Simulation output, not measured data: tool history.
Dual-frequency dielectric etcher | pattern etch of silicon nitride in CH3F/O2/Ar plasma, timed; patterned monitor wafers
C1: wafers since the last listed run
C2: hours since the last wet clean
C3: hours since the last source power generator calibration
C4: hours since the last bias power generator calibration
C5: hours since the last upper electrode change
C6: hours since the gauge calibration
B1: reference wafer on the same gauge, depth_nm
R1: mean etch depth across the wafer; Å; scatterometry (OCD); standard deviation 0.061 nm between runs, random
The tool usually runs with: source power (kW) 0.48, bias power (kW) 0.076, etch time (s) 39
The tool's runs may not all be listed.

Run 1, hour 0: usual settings; C1 0; C2 73.2; C3 1511; C4 3258.8; C5 5703.8; C6 324.3; B1 37.5. Result: R1 325.9 Å.
Run 2, hour 25.5: usual settings but etch time (s) 35.5; C1 333; C2 98.7; C3 1536.5; C4 3284.3; C5 5729.3; C6 349.8; B1 37.52. Result: R1 297.4 Å.
Run 3, hour 47.7: usual settings but etch time (s) 35.5; C1 290; C2 120.9; C3 1558.7; C4 3306.5; C5 5751.5; C6 372; B1 37.5. Result: R1 295.3 Å.
Run 4, hour 61.7: usual settings but etch time (s) 35.5; C1 183; C2 134.9; C3 1572.7; C4 3320.5; C5 5765.5; C6 386; B1 37.52. Result: R1 296.8 Å.
Run 5, hour 96.3: usual settings but etch time (s) 47; C1 452; C2 169.5; C3 1607.3; C4 3355.1; C5 5800.1; C6 420.6; B1 37.48. Result: R1 393.1 Å.
Run 6, hour 111.9: usual settings but etch time (s) 47; C1 204; C2 185.1; C3 1622.9; C4 3370.7; C5 5815.7; C6 436.2; B1 37.53. Result: R1 390.8 Å.
Run 7, hour 134.6: usual settings; C1 297; C2 207.8; C3 1645.6; C4 3393.4; C5 5838.4; C6 458.9; B1 37.53. Result: R1 324.5 Å.
At hour 147.8: bias power generator calibrated.
Run 8, hour 165.1: usual settings; C1 346; C2 238.3; C3 1676.1; C4 17.3; C5 5868.9; C6 489.4; B1 37.52. Result: R1 323.8 Å.
Run 9, hour 181.2: usual settings but etch time (s) 43.5; C1 210; C2 254.4; C3 1692.2; C4 33.4; C5 5885; C6 505.5; B1 37.5. Result: R1 360.8 Å.
Run 10, hour 206.2: usual settings but etch time (s) 48; C1 327; C2 279.4; C3 1717.2; C4 58.4; C5 5910; C6 530.5; B1 37.5. Result: R1 398.4 Å.
At hour 292.4: upper electrode replaced.
Run 11, hour 292.9: usual settings but etch time (s) 48; C1 820; C2 366.1; C3 1803.9; C4 145.1; C5 0.5; C6 617.2; B1 37.51. Result: R1 397.5 Å.
Run 12, hour 297: usual settings but etch time (s) 48; C1 53; C2 370.2; C3 1808; C4 149.2; C5 4.6; C6 621.3; B1 37.5. Result: R1 396.8 Å.
At hour 307.6: source power generator calibrated.
Run 13, hour 330.8: usual settings but etch time (s) 35.5; C1 390; C2 404; C3 23.2; C4 183; C5 38.4; C6 655.1; B1 37.46. Result: R1 287.5 Å.
Run 14, hour 343.5: usual settings but source power (kW) 0.54, bias power (kW) 0.095, etch time (s) 33.5; C1 166; C2 416.7; C3 35.9; C4 195.7; C5 51.1; C6 667.8; B1 37.51. Result: R1 300.3 Å.
Run 15, hour 363.3: usual settings but etch time (s) 46.5; C1 259; C2 436.5; C3 55.7; C4 215.5; C5 70.9; C6 687.6; B1 37.49. Result: R1 374.2 Å.
Run 16, hour 421.1: usual settings but source power (kW) 0.59, etch time (s) 35.5; C1 756; C2 494.3; C3 113.5; C4 273.3; C5 128.7; C6 745.4; B1 37.52. Result: R1 313.3 Å.
At hour 471.7: wet clean of the chamber.
Run 17, hour 472.2: usual settings but bias power (kW) 0.069, etch time (s) 31.5; C1 354; C2 0.5; C3 164.6; C4 324.4; C5 179.8; C6 796.5; B1 37.48. Result: R1 253.9 Å.
Run 18, hour 472.5: usual settings but source power (kW) 0.56; C1 3; C2 0.8; C3 164.9; C4 324.7; C5 180.1; C6 796.8; B1 37.52. Result: R1 343.4 Å.
Run 19, hour 485.4: usual settings; C1 168; C2 13.7; C3 177.8; C4 337.6; C5 193; C6 809.7; B1 37.5. Result: R1 320.5 Å.
At hour 493.3: gauge calibrated.
Run 20, hour 505.8: usual settings but bias power (kW) 0.081; C1 266; C2 34.1; C3 198.2; C4 358; C5 213.4; C6 12.5; B1 37.49. Result: R1 325.6 Å.
Run 21, hour 519.8: usual settings; C1 183; C2 48.1; C3 212.2; C4 372; C5 227.4; C6 26.5; B1 37.47. Result: R1 321.4 Å.
Run 22, hour 554.2: usual settings but source power (kW) 0.37, etch time (s) 42.5; C1 450; C2 82.5; C3 246.6; C4 406.4; C5 261.8; C6 60.9; B1 37.51. Result: R1 313.5 Å.
Run 23, hour 582.2: usual settings but source power (kW) 0.57, bias power (kW) 0.085; C1 366; C2 110.5; C3 274.6; C4 434.4; C5 289.8; C6 88.9; B1 37.45. Result: R1 353.9 Å.
Run 24, hour 614.6: usual settings but source power (kW) 0.52, bias power (kW) 0.084, etch time (s) 33; C1 424; C2 142.9; C3 307; C4 466.8; C5 322.2; C6 121.3; B1 37.51. Result: R1 286.4 Å.
Run 25, hour 632.9: usual settings but source power (kW) 0.36, etch time (s) 43; C1 239; C2 161.2; C3 325.3; C4 485.1; C5 340.5; C6 139.6; B1 37.51. Result: R1 312.9 Å.
Run 26, hour 699: usual settings but etch time (s) 34; C1 865; C2 227.3; C3 391.4; C4 551.2; C5 406.6; C6 205.7; B1 37.49. Result: R1 278 Å.
Run 27, hour 727.5: usual settings but source power (kW) 0.56, bias power (kW) 0.061, etch time (s) 45; C1 373; C2 255.8; C3 419.9; C4 579.7; C5 435.1; C6 234.2; B1 37.48. Result: R1 376.1 Å.
Run 28, hour 741.2: usual settings but bias power (kW) 0.069; C1 179; C2 269.5; C3 433.6; C4 593.4; C5 448.8; C6 247.9; B1 37.49. Result: R1 314.2 Å.
Run 29, hour 764.2: usual settings but source power (kW) 0.44, bias power (kW) 0.063, etch time (s) 44; C1 301; C2 292.5; C3 456.6; C4 616.4; C5 471.8; C6 270.9; B1 37.47. Result: R1 333.2 Å.

5 options for the next run, each taken on its own from the tool as it stands now. Forecast them:
Run A, hour 764.6: usual settings but source power (kW) 0.36; C1 5; C2 292.9; C3 457; C4 616.8; C5 472.2; C6 271.3; B1 ?. Result: R1 ?.
Run B, hour 764.6: usual settings but bias power (kW) 0.069, etch time (s) 29; C1 5; C2 292.9; C3 457; C4 616.8; C5 472.2; C6 271.3; B1 ?. Result: R1 ?.
Run C, hour 764.6: usual settings but etch time (s) 45.5; C1 5; C2 292.9; C3 457; C4 616.8; C5 472.2; C6 271.3; B1 ?. Result: R1 ?.
Run D, hour 764.6: usual settings but source power (kW) 0.55, bias power (kW) 0.062; C1 5; C2 292.9; C3 457; C4 616.8; C5 472.2; C6 271.3; B1 ?. Result: R1 ?.
Run E, hour 764.6: usual settings but source power (kW) 0.53; C1 5; C2 292.9; C3 457; C4 616.8; C5 472.2; C6 271.3; B1 ?. Result: R1 ?.

run     B1     R1
  A  37.53  282.5
  B  37.53    232
  C  37.53  372.1
  D  37.53  322.8
  E  37.53  332.3
Had the tool no hidden state, the same runs would have come out as:
run     R1
  A  282.9
  B  232.4
  C  372.6
  D  323.3
  E  332.8
